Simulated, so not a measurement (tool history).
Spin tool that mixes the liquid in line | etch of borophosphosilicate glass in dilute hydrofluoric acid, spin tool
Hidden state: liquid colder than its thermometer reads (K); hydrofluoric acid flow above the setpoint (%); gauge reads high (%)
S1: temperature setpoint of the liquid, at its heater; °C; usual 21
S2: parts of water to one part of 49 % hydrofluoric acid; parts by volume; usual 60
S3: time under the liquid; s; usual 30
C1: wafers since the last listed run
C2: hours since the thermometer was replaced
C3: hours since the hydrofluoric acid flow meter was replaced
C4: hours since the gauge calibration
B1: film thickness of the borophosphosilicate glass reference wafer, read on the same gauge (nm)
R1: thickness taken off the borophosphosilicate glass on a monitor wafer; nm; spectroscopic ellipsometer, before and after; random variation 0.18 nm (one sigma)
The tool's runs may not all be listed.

run 1 hour=0 | S1=21 S2=60 S3=30 | C1=0 C2=332.4 C3=857 C4=390.4 | B1=90.06 | R1=38.82
run 2 hour=41.2 | S1=21 S2=60 S3=20 | C1=517 C2=373.6 C3=898.2 C4=431.6 | B1=89.98 | R1=25.94
run 3 hour=55.7 | S1=21 S2=40 S3=30 | C1=182 C2=388.1 C3=912.7 C4=446.1 | B1=89.95 | R1=59.85
run 4 hour=141.1 | S1=21 S2=40 S3=30 | C1=1072 C2=473.5 C3=998.1 C4=531.5 | B1=90.01 | R1=59.31
run 5 hour=166.7 | S1=21 S2=40 S3=30 | C1=321 C2=499.1 C3=1023.7 C4=557.1 | B1=90 | R1=59.07
run 6 hour=182.7 | S1=23 S2=60 S3=35 | C1=200 C2=515.1 C3=1039.7 C4=573.1 | B1=90.03 | R1=49.11
run 7 hour=199.4 | S1=21 S2=60 S3=30 | C1=209 C2=531.8 C3=1056.4 C4=589.8 | B1=90.02 | R1=38.25
-- hour=233.9 hydrofluoric acid flow meter replaced
run 8 hour=234.4 | S1=21 S2=60 S3=30 | C1=426 C2=566.8 C3=0.5 C4=624.8 | B1=90 | R1=38.26
run 9 hour=257 | S1=21 S2=50 S3=30 | C1=283 C2=589.4 C3=23.1 C4=647.4 | B1=90 | R1=46.49
-- hour=270.1 gauge calibrated
run 10 hour=271 | S1=21 S2=50 S3=30 | C1=175 C2=603.4 C3=37.1 C4=0.9 | B1=90.01 | R1=46.15
run 11 hour=290.8 | S1=21 S2=50 S3=30 | C1=248 C2=623.2 C3=56.9 C4=20.7 | B1=89.97 | R1=45.81
run 12 hour=371.3 | S1=23.5 S2=60 S3=30 | C1=1010 C2=703.7 C3=137.4 C4=101.2 | B1=89.99 | R1=42.19
-- hour=393.2 thermometer replaced
run 13 hour=406.1 | S1=21 S2=60 S3=30 | C1=424 C2=12.9 C3=172.2 C4=136 | B1=89.96 | R1=40.08
run 14 hour=436.8 | S1=24.5 S2=60 S3=15 | C1=385 C2=43.6 C3=202.9 C4=166.7 | B1=89.99 | R1=22.96
run 15 hour=463.2 | S1=17 S2=75 S3=30 | C1=331 C2=70 C3=229.3 C4=193.1 | B1=90.03 | R1=26.21
run 16 hour=492.5 | S1=18.5 S2=60 S3=30 | C1=367 C2=99.3 C3=258.6 C4=222.4 | B1=90.04 | R1=35.35
run 17 hour=515.6 | S1=21 S2=70 S3=40 | C1=290 C2=122.4 C3=281.7 C4=245.5 | B1=90 | R1=44.42
run 18 hour=543.9 | S1=23.5 S2=85 S3=50 | C1=355 C2=150.7 C3=310 C4=273.8 | B1=90.02 | R1=49.72
run 19 hour=558.6 | S1=23.5 S2=45 S3=30 | C1=184 C2=165.4 C3=324.7 C4=288.5 | B1=89.96 | R1=59.53
run 20 hour=582.4 | S1=18 S2=35 S3=50 | C1=298 C2=189.2 C3=348.5 C4=312.3 | B1=90.04 | R1=101.99
run 21 hour=607.8 | S1=25 S2=70 S3=20 | C1=318 C2=214.6 C3=373.9 C4=337.7 | B1=89.99 | R1=26.18
run 22 hour=627.6 | S1=23 S2=45 S3=30 | C1=248 C2=234.4 C3=393.7 C4=357.5 | B1=90 | R1=58.08
run 23 hour=641.1 | S1=17 S2=60 S3=40 | C1=169 C2=247.9 C3=407.2 C4=371 | B1=89.99 | R1=44.06
run 24 hour=666.9 | S1=18.5 S2=70 S3=15 | C1=323 C2=273.7 C3=433 C4=396.8 | B1=90.02 | R1=14.9
run 25 hour=679.5 | S1=21 S2=60 S3=30 | C1=158 C2=286.3 C3=445.6 C4=409.4 | B1=90.06 | R1=38.9

The same runs without the tool's hidden state, with the same run-to-run variation:
run=1 R1=39.89
run=2 R1=26.75
run=3 R1=61.8
run=4 R1=61.63
run=5 R1=61.51
run=6 R1=51.14
run=7 R1=39.9
run=8 R1=40.02
run=9 R1=48.73
run=10 R1=48.43
run=11 R1=48.14
run=12 R1=44.53
run=13 R1=40.15
run=14 R1=23.05
run=15 R1=26.38
run=16 R1=35.66
run=17 R1=44.86
run=18 R1=50.3
run=19 R1=60.33
run=20 R1=103.6
run=21 R1=26.6
run=22 R1=59.15
run=23 R1=44.95
run=24 R1=15.23
run=25 R1=39.77
